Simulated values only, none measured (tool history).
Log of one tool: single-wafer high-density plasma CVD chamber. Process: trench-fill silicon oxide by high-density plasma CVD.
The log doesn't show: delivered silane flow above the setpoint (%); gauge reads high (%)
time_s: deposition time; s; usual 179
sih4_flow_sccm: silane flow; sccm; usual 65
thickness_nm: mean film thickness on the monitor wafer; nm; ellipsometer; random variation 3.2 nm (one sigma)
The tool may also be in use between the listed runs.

run   hour  time_s  sih4_flow_sccm  wafers since the last listed run  hours since the silane flow controller was replaced  hours since the gauge calibration  read-back reference wafer on the same gauge, thickness_nm  thickness_nm
  1    0.0     179              65                                 0                                               1399.6                              236.4                                                   1360.725      1308.243
  2   12.6     179              65                               105                                               1412.2                              249.0                                                   1361.245      1302.452
  3   29.7     179              65                               143                                               1429.3                              266.1                                                   1360.000      1304.154
  4   44.4     179              72                               123                                               1444.0                              280.8                                                   1359.581      1395.712
  5   59.0     179              73                               122                                               1458.6                              295.4                                                   1359.966      1416.609
  6   67.3     179              73                                69                                               1466.9                              303.7                                                   1360.207      1416.366
  7   75.3     179              65                                67                                               1474.9                              311.7                                                   1359.071      1302.811
      79.1  -- gauge calibrated
  8   83.5     179              55                                68                                               1483.1                                4.4                                                   1360.085      1163.614
  9  101.4     179              61                               150                                               1501.0                               22.3                                                   1360.255      1246.155
 10  115.3     179              61                               116                                               1514.9                               36.2                                                   1359.087      1247.726
 11  132.8     179              61                               146                                               1532.4                               53.7                                                   1360.134      1246.555
 12  142.2     179              65                                78                                               1541.8                               63.1                                                   1360.343      1301.407
 13  157.7     179              65                               130                                               1557.3                               78.6                                                   1360.182      1301.327
 14  165.3     195              65                                63                                               1564.9                               86.2                                                   1359.963      1418.456
 15  177.3     195              65                               100                                               1576.9                               98.2                                                   1360.188      1418.332
 16  192.5     188              65                               127                                               1592.1                              113.4                                                   1359.315      1364.735
 17  208.7     188              65                               135                                               1608.3                              129.6                                                   1360.340      1365.299
 18  226.1     188              65                               145                                               1625.7                              147.0                                                   1360.097      1367.763
 19  235.7     165              60                                80                                               1635.3                              156.6                                                   1360.270      1134.214
 20  243.8     154              71                                67                                               1643.4                              164.7                                                   1360.588      1193.056
 21  252.7     179              74                                74                                               1652.3                              173.6                                                   1360.537      1425.411
 22  301.6     179              60                               410                                               1701.2                              222.5                                                   1359.326      1228.657
 23  314.7     200              65                               109                                               1714.3                              235.6                                                   1359.564      1451.182
 24  321.1     201              54                                53                                               1720.7                              242.0                                                   1360.034      1285.351
 25  332.3     179              65                                93                                               1731.9                              253.2                                                   1360.197      1295.697
 26  343.5     179              65                                93                                               1743.1                              264.4                                                   1360.107      1304.253
     346.0  -- gauge calibrated
 27  359.6     144              77                               135                                               1759.2                               13.6                                                   1360.143      1184.098
 28  370.9     179              54                                94                                               1770.5                               24.9                                                   1361.323      1145.700
 29  379.2     199              75                                69                                               1778.8                               33.2                                                   1359.858      1605.971
 30  396.0     149              56                               140                                               1795.6                               50.0                                                   1360.980       972.734
 31  408.5     214              57                               104                                               1808.1                               62.5                                                   1359.583      1418.389
     422.7  -- silane flow controller replaced
 32  423.2     148              65                                56                                                  0.5                               77.2                                                   1360.381      1120.909
 33  431.0     189              61                                65                                                  8.3                               85.0                                                   1360.709      1364.750
 34  444.1     189              65                               109                                                 21.4                               98.1                                                   1360.036      1431.531
 35  490.3     164              71                               387                                                 67.6                              144.3                                                   1359.788      1312.040
 36  503.5     151              58                               110                                                 80.8                              157.5                                                   1360.255      1045.928
 37  520.8     179              65                               145                                                 98.1                              174.8                                                   1359.142      1344.565
 38  534.7     208              65                               116                                                112.0                              188.7                                                   1360.742      1561.161

4 ways to go on from here, each from the tool as it stands after run 38. What would each give?
  A  535.1     146              65                                 3                                                112.4                              189.1                                                          ?             ?
  B  535.1     158              60                                 3                                                112.4                              189.1                                                          ?             ?
  C  535.1     192              74                                 3                                                112.4                              189.1                                                          ?             ?
  D  535.1     147              54                                 3                                                112.4                              189.1                                                          ?             ?

run  read-back reference wafer on the same gauge, thickness_nm  thickness_nm
  A                                                   1360.284      1093.708
  B                                                   1360.284      1119.244
  C                                                   1360.284      1579.073
  D                                                   1360.284       969.469
Without the tool's hidden state the same runs would have given:
run  thickness_nm
  A      1095.972
  B      1121.560
  C      1582.341
  D       971.476
